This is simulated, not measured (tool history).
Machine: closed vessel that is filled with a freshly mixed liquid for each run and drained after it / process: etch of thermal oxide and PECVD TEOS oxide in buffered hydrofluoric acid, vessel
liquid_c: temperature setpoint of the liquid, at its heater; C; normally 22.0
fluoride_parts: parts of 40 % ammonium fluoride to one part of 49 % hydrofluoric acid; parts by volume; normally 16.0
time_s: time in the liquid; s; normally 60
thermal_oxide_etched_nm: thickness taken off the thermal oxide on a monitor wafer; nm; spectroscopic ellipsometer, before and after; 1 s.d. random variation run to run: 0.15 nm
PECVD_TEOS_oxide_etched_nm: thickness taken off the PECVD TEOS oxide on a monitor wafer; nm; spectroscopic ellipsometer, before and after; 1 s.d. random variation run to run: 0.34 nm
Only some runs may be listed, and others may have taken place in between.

run	day	liquid_c	fluoride_parts	time_s	wafers since the last listed run	hours since the thermometer was replaced	hours since the hydrofluoric acid flow meter was replaced	hours since the gauge calibration	read-back film thickness of the thermal oxide reference wafer, read on the same gauge (nm)	read-back film thickness of the PECVD TEOS oxide reference wafer, read on the same gauge (nm)	thermal_oxide_etched_nm	PECVD_TEOS_oxide_etched_nm
1	0.000	22.0	19.5	60	0	286.7	1770.2	1673.8	90.70	151.18	32.56	54.77
2	2.708	22.0	16.0	60	9546	351.7	1835.2	1738.8	90.80	151.34	39.76	66.37
3	4.250	18.0	16.0	60	5433	388.7	1872.2	1775.8	90.87	151.43	31.74	53.41
4	5.454	22.0	16.0	60	4244	417.6	1901.1	1804.7	90.89	151.49	39.86	66.95
5	8.433	22.0	16.0	60	10500	489.1	1972.6	1876.2	91.01	151.66	39.78	67.77
6	12.500	26.0	16.0	60	14333	586.7	2070.2	1973.8	91.14	151.93	49.81	83.41
7	14.725	19.5	17.5	60	7842	640.1	2123.6	2027.2	91.25	152.08	31.88	53.44
8	17.275	27.0	11.5	75	8988	701.3	2184.8	2088.4	91.37	152.25	91.49	153.42
9	19.483	27.0	10.5	75	7783	754.3	2237.8	2141.4	91.43	152.40	99.13	167.07
10	21.121	22.0	14.0	45	5771	793.6	2277.1	2180.7	91.51	152.51	34.37	57.18
11	22.638	22.0	16.0	60	5345	830.0	2313.5	2217.1	91.59	152.64	40.16	67.55
12	23.812	22.0	16.0	60	4141	858.2	2341.7	2245.3	91.63	152.70	40.09	67.51
13	26.442	22.0	16.0	80	9267	921.3	2404.8	2308.4	91.77	152.89	53.59	89.62
14	29.033	18.0	18.0	60	9134	983.5	2467.0	2370.6	91.82	153.11	28.58	48.01
# day 29.062: gauge calibrated
15	31.462	26.5	18.5	60	8562	1041.8	2525.3	57.6	89.56	149.22	43.73	72.79
# day 36.079: hydrofluoric acid flow meter replaced
16	38.958	19.0	16.0	60	26274	1221.7	69.1	237.5	89.58	149.26	33.43	55.41
17	42.446	23.5	16.0	60	12292	1305.4	152.8	321.2	89.61	149.30	42.84	71.16
18	45.192	22.0	16.0	60	9678	1371.3	218.7	387.1	89.57	149.31	39.24	65.54
19	47.992	27.0	10.5	75	9869	1438.5	285.9	454.3	89.60	149.36	97.45	163.56
20	49.771	22.0	14.0	35	6271	1481.2	328.6	497.0	89.64	149.39	26.16	44.04
21	52.550	19.0	16.0	70	9795	1547.9	395.3	563.7	89.66	149.44	38.64	65.52
22	55.212	22.0	16.0	60	9384	1611.8	459.2	627.6	89.69	149.50	39.09	65.90
23	56.754	23.5	16.0	30	5433	1648.8	496.2	664.6	89.72	149.53	21.28	36.13
24	58.325	26.0	19.0	60	5536	1686.5	533.9	702.3	89.71	149.54	41.26	69.25
25	60.375	22.0	16.0	60	7225	1735.7	583.1	751.5	89.74	149.60	39.24	66.09

Across each entry between runs, compare the hidden state at the last listed run before it with the hidden state at the first listed run after it:
Between runs 14 and 15: gauge calibrated (day 29.062)
  gauge reads high (%): 2.07 -> -0.516
  measured value less the no-hidden-state value, thermal_oxide_etched_nm: +0.58 -> -0.23 nm; PECVD_TEOS_oxide_etched_nm: +0.97 -> -0.38 nm
Between runs 15 and 16: hydrofluoric acid flow meter replaced (day 36.079)
  gauge reads high (%): -0.516 -> -0.492
  measured value less the no-hidden-state value, thermal_oxide_etched_nm: -0.23 -> -0.16 nm; PECVD_TEOS_oxide_etched_nm: -0.38 -> -0.27 nm
